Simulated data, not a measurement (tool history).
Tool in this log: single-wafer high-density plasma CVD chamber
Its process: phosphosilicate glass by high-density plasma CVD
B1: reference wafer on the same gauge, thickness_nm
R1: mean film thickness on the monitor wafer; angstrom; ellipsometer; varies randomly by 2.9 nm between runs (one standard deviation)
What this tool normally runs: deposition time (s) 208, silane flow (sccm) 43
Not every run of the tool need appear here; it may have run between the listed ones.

{"run": 1, "hour": 0.0, "deposition time (s)": 208, "silane flow (sccm)": 43, "B1": 911.733, "R1": 8466.34}
{"run": 2, "hour": 56.4, "deposition time (s)": 208, "silane flow (sccm)": 37, "B1": 911.743, "R1": 7313.24}
{"run": 3, "hour": 120.4, "deposition time (s)": 208, "silane flow (sccm)": 37, "B1": 911.537, "R1": 7294.14}
{"run": 4, "hour": 178.1, "deposition time (s)": 208, "silane flow (sccm)": 43, "B1": 912.593, "R1": 8465.52}
{"run": 5, "hour": 281.6, "deposition time (s)": 208, "silane flow (sccm)": 47, "B1": 912.335, "R1": 9295.87}
{"run": 6, "hour": 318.9, "deposition time (s)": 208, "silane flow (sccm)": 43, "B1": 910.631, "R1": 8540.28}
{"run": 7, "hour": 390.7, "deposition time (s)": 208, "silane flow (sccm)": 43, "B1": 911.969, "R1": 8484.16}
{"run": 8, "hour": 473.4, "deposition time (s)": 208, "silane flow (sccm)": 43, "B1": 911.815, "R1": 8518.34}
{"run": 9, "hour": 562.7, "deposition time (s)": 208, "silane flow (sccm)": 43, "B1": 911.715, "R1": 8507.26}
{"run": 10, "hour": 656.0, "deposition time (s)": 208, "silane flow (sccm)": 43, "B1": 912.361, "R1": 8508.78}
{"run": 11, "hour": 713.0, "deposition time (s)": 208, "silane flow (sccm)": 43, "B1": 912.841, "R1": 8501.19}
{"run": 12, "hour": 781.5, "deposition time (s)": 225, "silane flow (sccm)": 43, "B1": 912.649, "R1": 9245.01}
{"run": 13, "hour": 835.2, "deposition time (s)": 225, "silane flow (sccm)": 43, "B1": 911.994, "R1": 9228.21}
{"run": 14, "hour": 879.4, "deposition time (s)": 225, "silane flow (sccm)": 43, "B1": 910.472, "R1": 9210.02}
{"run": 15, "hour": 977.4, "deposition time (s)": 208, "silane flow (sccm)": 43, "B1": 912.824, "R1": 8574.41}
{"run": 16, "hour": 1083.1, "deposition time (s)": 208, "silane flow (sccm)": 43, "B1": 911.951, "R1": 8550.91}
{"run": 17, "hour": 1141.9, "deposition time (s)": 208, "silane flow (sccm)": 43, "B1": 912.627, "R1": 8557.63}
{"run": 18, "hour": 1208.4, "deposition time (s)": 208, "silane flow (sccm)": 43, "B1": 911.007, "R1": 8578.88}
{"run": 19, "hour": 1300.9, "deposition time (s)": 208, "silane flow (sccm)": 43, "B1": 912.907, "R1": 8595.95}
{"run": 20, "hour": 1345.3, "deposition time (s)": 177, "silane flow (sccm)": 43, "B1": 911.155, "R1": 7312.45}
{"run": 21, "hour": 1402.4, "deposition time (s)": 208, "silane flow (sccm)": 43, "B1": 912.43, "R1": 8585.04}
{"run": 22, "hour": 1482.6, "deposition time (s)": 208, "silane flow (sccm)": 46, "B1": 911.046, "R1": 9222.77}
{"run": 23, "hour": 1596.3, "deposition time (s)": 208, "silane flow (sccm)": 43, "B1": 912.44, "R1": 8578.76}
{"run": 24, "hour": 1668.4, "deposition time (s)": 175, "silane flow (sccm)": 37, "B1": 911.186, "R1": 6224.71}
{"run": 25, "hour": 1760.1, "deposition time (s)": 242, "silane flow (sccm)": 37, "B1": 913.13, "R1": 8652.21}
{"run": 26, "hour": 1847.0, "deposition time (s)": 195, "silane flow (sccm)": 40, "B1": 911.303, "R1": 7475.24}
{"run": 27, "hour": 1885.5, "deposition time (s)": 208, "silane flow (sccm)": 48, "B1": 911.632, "R1": 9639.91}
{"run": 28, "hour": 1981.0, "deposition time (s)": 224, "silane flow (sccm)": 50, "B1": 910.993, "R1": 10762.73}
{"run": 29, "hour": 2037.2, "deposition time (s)": 208, "silane flow (sccm)": 49, "B1": 911.445, "R1": 9872.71}
{"hour": 2061.2, "done": "silane flow controller replaced"}
{"run": 30, "hour": 2105.8, "deposition time (s)": 197, "silane flow (sccm)": 51, "B1": 911.083, "R1": 9477.19}
{"run": 31, "hour": 2182.5, "deposition time (s)": 226, "silane flow (sccm)": 48, "B1": 911.49, "R1": 10235.53}
{"run": 32, "hour": 2255.2, "deposition time (s)": 208, "silane flow (sccm)": 43, "B1": 912.417, "R1": 8452.51}
{"hour": 2458.6, "done": "gauge calibrated"}
{"run": 33, "hour": 2535.3, "deposition time (s)": 224, "silane flow (sccm)": 34, "B1": 911.102, "R1": 7259.27}

Run 34, settings as shown, results not yet in. Your forecast:
{"run": 34, "hour": 2597.5, "deposition time (s)": 239, "silane flow (sccm)": 46, "B1": "?", "R1": "?"}

B1: 911.877
R1: 10471.66 angstrom
Take away the tool's hidden state, keep the run-to-run variation as it was, and the same run would have given R1 10398.29 angstrom.

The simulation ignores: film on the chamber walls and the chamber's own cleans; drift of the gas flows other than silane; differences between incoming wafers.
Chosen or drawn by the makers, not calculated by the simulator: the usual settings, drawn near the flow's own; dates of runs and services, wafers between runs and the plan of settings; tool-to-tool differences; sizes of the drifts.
